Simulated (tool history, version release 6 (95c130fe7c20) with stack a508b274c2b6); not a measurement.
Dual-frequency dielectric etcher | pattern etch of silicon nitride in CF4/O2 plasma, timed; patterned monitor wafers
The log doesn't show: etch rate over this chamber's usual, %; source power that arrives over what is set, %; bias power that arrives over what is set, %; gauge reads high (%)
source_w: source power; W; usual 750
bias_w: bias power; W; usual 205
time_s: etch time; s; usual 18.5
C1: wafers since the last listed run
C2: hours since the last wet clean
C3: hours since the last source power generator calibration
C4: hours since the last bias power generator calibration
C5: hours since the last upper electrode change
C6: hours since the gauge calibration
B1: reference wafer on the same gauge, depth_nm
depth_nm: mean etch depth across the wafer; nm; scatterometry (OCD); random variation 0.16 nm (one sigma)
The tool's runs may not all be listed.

Run 1, hour 0: usual settings but time_s 20.5 s; C1 0; C2 357.7; C3 3919.6; C4 1528.9; C5 1882.7; C6 104.1; B1 49.3. Result: depth_nm 57.4 nm.
Run 2, hour 10.5: usual settings; C1 145; C2 368.2; C3 3930.1; C4 1539.4; C5 1893.2; C6 114.6; B1 49.3. Result: depth_nm 51.8 nm.
Run 3, hour 26.7: usual settings; C1 225; C2 384.4; C3 3946.3; C4 1555.6; C5 1909.4; C6 130.8; B1 49.3. Result: depth_nm 51.8 nm.
Run 4, hour 35: usual settings; C1 115; C2 392.7; C3 3954.6; C4 1563.9; C5 1917.7; C6 139.1; B1 49.3. Result: depth_nm 51.7 nm.
Run 5, hour 59: usual settings but time_s 15.5 s; C1 333; C2 416.7; C3 3978.6; C4 1587.9; C5 1941.7; C6 163.1; B1 49.3. Result: depth_nm 43.2 nm.
Run 6, hour 112.3: usual settings but time_s 15.5 s; C1 740; C2 470; C3 4031.9; C4 1641.2; C5 1995; C6 216.4; B1 49.3. Result: depth_nm 43 nm.
Run 7, hour 126.4: usual settings; C1 195; C2 484.1; C3 4046; C4 1655.3; C5 2009.1; C6 230.5; B1 49.3. Result: depth_nm 51.1 nm.
Run 8, hour 133.1: usual settings; C1 93; C2 490.8; C3 4052.7; C4 1662; C5 2015.8; C6 237.2; B1 49.3. Result: depth_nm 51.3 nm.
Run 9, hour 141.2: usual settings; C1 112; C2 498.9; C3 4060.8; C4 1670.1; C5 2023.9; C6 245.3; B1 49.3. Result: depth_nm 51.5 nm.
Run 10, hour 156.3: usual settings; C1 209; C2 514; C3 4075.9; C4 1685.2; C5 2039; C6 260.4; B1 49.3. Result: depth_nm 51.3 nm.
Run 11, hour 165.1: usual settings but source_w 710 W; C1 122; C2 522.8; C3 4084.7; C4 1694; C5 2047.8; C6 269.2; B1 49.3. Result: depth_nm 49.4 nm.
At hour 205.6: wet clean of the chamber.
Run 12, hour 206.1: usual settings; C1 236; C2 0.5; C3 4125.7; C4 1735; C5 2088.8; C6 310.2; B1 49.3. Result: depth_nm 49.5 nm.
Run 13, hour 206.4: usual settings; C1 4; C2 0.8; C3 4126; C4 1735.3; C5 2089.1; C6 310.5; B1 49.3. Result: depth_nm 50 nm.
Run 14, hour 208.2: usual settings; C1 25; C2 2.6; C3 4127.8; C4 1737.1; C5 2090.9; C6 312.3; B1 49.3. Result: depth_nm 49.9 nm.
Run 15, hour 214.4: usual settings; C1 86; C2 8.8; C3 4134; C4 1743.3; C5 2097.1; C6 318.5; B1 49.3. Result: depth_nm 49.5 nm.
At hour 222.7: bias power generator calibrated.
Run 16, hour 225.9: usual settings; C1 104; C2 20.3; C3 4145.5; C4 3.2; C5 2108.6; C6 330; B1 49.3. Result: depth_nm 49.6 nm.
At hour 255.8: upper electrode replaced.
At hour 268.7: wet clean of the chamber, repeated, since the last time left the tool worse.
Run 17, hour 269.2: usual settings but source_w 580 W, bias_w 241 W, time_s 14 s; C1 88; C2 0.5; C3 4188.8; C4 46.5; C5 13.4; C6 373.3; B1 49.3. Result: depth_nm 37.7 nm.
Run 18, hour 269.5: usual settings but source_w 640 W, time_s 16.5 s; C1 4; C2 0.8; C3 4189.1; C4 46.8; C5 13.7; C6 373.6; B1 49.3. Result: depth_nm 42.8 nm.
Run 19, hour 269.9: usual settings but source_w 830 W; C1 5; C2 1.2; C3 4189.5; C4 47.2; C5 14.1; C6 374; B1 49.3. Result: depth_nm 56.5 nm.
Run 20, hour 270.2: usual settings but bias_w 230 W; C1 4; C2 1.5; C3 4189.8; C4 47.5; C5 14.4; C6 374.3; B1 49.3. Result: depth_nm 56.6 nm.
Run 21, hour 282.8: usual settings but source_w 590 W; C1 175; C2 14.1; C3 4202.4; C4 60.1; C5 27; C6 386.9; B1 49.3. Result: depth_nm 45.8 nm.
Run 22, hour 300.6: usual settings but source_w 650 W, time_s 14 s; C1 247; C2 31.9; C3 4220.2; C4 77.9; C5 44.8; C6 404.7; B1 49.3. Result: depth_nm 36.7 nm.
At hour 306.5: gauge calibrated.
Run 23, hour 317.1: usual settings but source_w 710 W; C1 229; C2 48.4; C3 4236.7; C4 94.4; C5 61.3; C6 10.6; B1 49.3. Result: depth_nm 50.8 nm.
Run 24, hour 326.2: usual settings but source_w 900 W, bias_w 219 W, time_s 15.5 s; C1 126; C2 57.5; C3 4245.8; C4 103.5; C5 70.4; C6 19.7; B1 49.3. Result: depth_nm 51.2 nm.
Run 25, hour 333.7: usual settings but bias_w 232 W; C1 104; C2 65; C3 4253.3; C4 111; C5 77.9; C6 27.2; B1 49.3. Result: depth_nm 56.7 nm.
Run 26, hour 342.6: usual settings but source_w 920 W, bias_w 222 W, time_s 23.5 s; C1 123; C2 73.9; C3 4262.2; C4 119.9; C5 86.8; C6 36.1; B1 49.3. Result: depth_nm 80.3 nm.
At hour 349.4: source power generator calibrated.
Run 27, hour 359.2: usual settings; C1 175; C2 90.5; C3 9.8; C4 136.5; C5 103.4; C6 52.7; B1 49.3. Result: depth_nm 52.6 nm.

The next listed run, before its measurement:
Run 28, hour 395.7: usual settings but bias_w 230 W, time_s 14 s; C1 507; C2 127; C3 46.3; C4 173; C5 139.9; C6 89.2; B1 ?. Result: depth_nm ?.

Run 28 gave B1 49.3, depth_nm 42.6 nm.
Without the tool's hidden state the same run would have given depth_nm 42.7 nm.
